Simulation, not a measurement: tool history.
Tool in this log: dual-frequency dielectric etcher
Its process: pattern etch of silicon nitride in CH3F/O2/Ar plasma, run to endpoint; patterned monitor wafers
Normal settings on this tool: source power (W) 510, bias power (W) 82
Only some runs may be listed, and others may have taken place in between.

| run | hour | source power (W) | bias power (W) | wafers since the last listed run | hours since the last wet clean | hours since the last source power generator calibration | hours since the last bias power generator calibration | hours since the last upper electrode change | incoming incoming film thickness, nm | endpoint time (s) |
|---|---|---|---|---|---|---|---|---|---|---|
| 1 | 0 | 510 | 82 | 0 | 148.9 | 4127.5 | 1015.1 | 1948.8 | 48.23 | 64 |
| 2 | 29.7 | 510 | 82 | 436 | 178.6 | 4157.2 | 1044.8 | 1978.5 | 47.96 | 63.9 |
| 3 | 65.4 | 510 | 82 | 524 | 214.3 | 4192.9 | 1080.5 | 2014.2 | 48.58 | 64.8 |
| 4 | 94.5 | 510 | 88 | 427 | 243.4 | 4222 | 1109.6 | 2043.3 | 48.17 | 62.2 |
| 5 | 107.8 | 560 | 82 | 195 | 256.7 | 4235.3 | 1122.9 | 2056.6 | 48.47 | 63.3 |
| 6 | 124.4 | 560 | 82 | 243 | 273.3 | 4251.9 | 1139.5 | 2073.2 | 48.07 | 62.8 |
| 7 | 151.3 | 560 | 82 | 395 | 300.2 | 4278.8 | 1166.4 | 2100.1 | 48.3 | 63.8 |
| 8 | 172.7 | 510 | 70 | 314 | 321.6 | 4300.2 | 1187.8 | 2121.5 | 48.49 | 71.1 |
| 9 | 205 | 510 | 70 | 474 | 353.9 | 4332.5 | 1220.1 | 2153.8 | 48.28 | 70.8 |
| 10 | 240.1 | 510 | 70 | 515 | 389 | 4367.6 | 1255.2 | 2188.9 | 48.2 | 70.7 |
| 11 | 262 | 510 | 82 | 321 | 410.9 | 4389.5 | 1277.1 | 2210.8 | 48.61 | 65.6 |
| 12 | 278.1 | 510 | 82 | 236 | 427 | 4405.6 | 1293.2 | 2226.9 | 48.33 | 65.2 |
| 13 | 299.9 | 510 | 69 | 320 | 448.8 | 4427.4 | 1315 | 2248.7 | 47.82 | 70.8 |
|  | 315.4 | source power generator calibrated |
| 14 | 325.4 | 510 | 67 | 315 | 474.3 | 10 | 1340.5 | 2274.2 | 48.63 | 73.9 |
| 15 | 350.4 | 510 | 67 | 367 | 499.3 | 35 | 1365.5 | 2299.2 | 48.5 | 73.5 |
| 16 | 378.5 | 510 | 67 | 412 | 527.4 | 63.1 | 1393.6 | 2327.3 | 47.76 | 72.5 |
| 17 | 412.8 | 510 | 66 | 503 | 561.7 | 97.4 | 1427.9 | 2361.6 | 48.09 | 73.9 |

What will run 18 give?
| 18 | 444.3 | 470 | 82 | 462 | 593.2 | 128.9 | 1459.4 | 2393.1 | 48.17 | ? |

endpoint time (s): 66.8
Minus the tool's unlogged condition, the same run would have read endpoint time (s) 64.1.
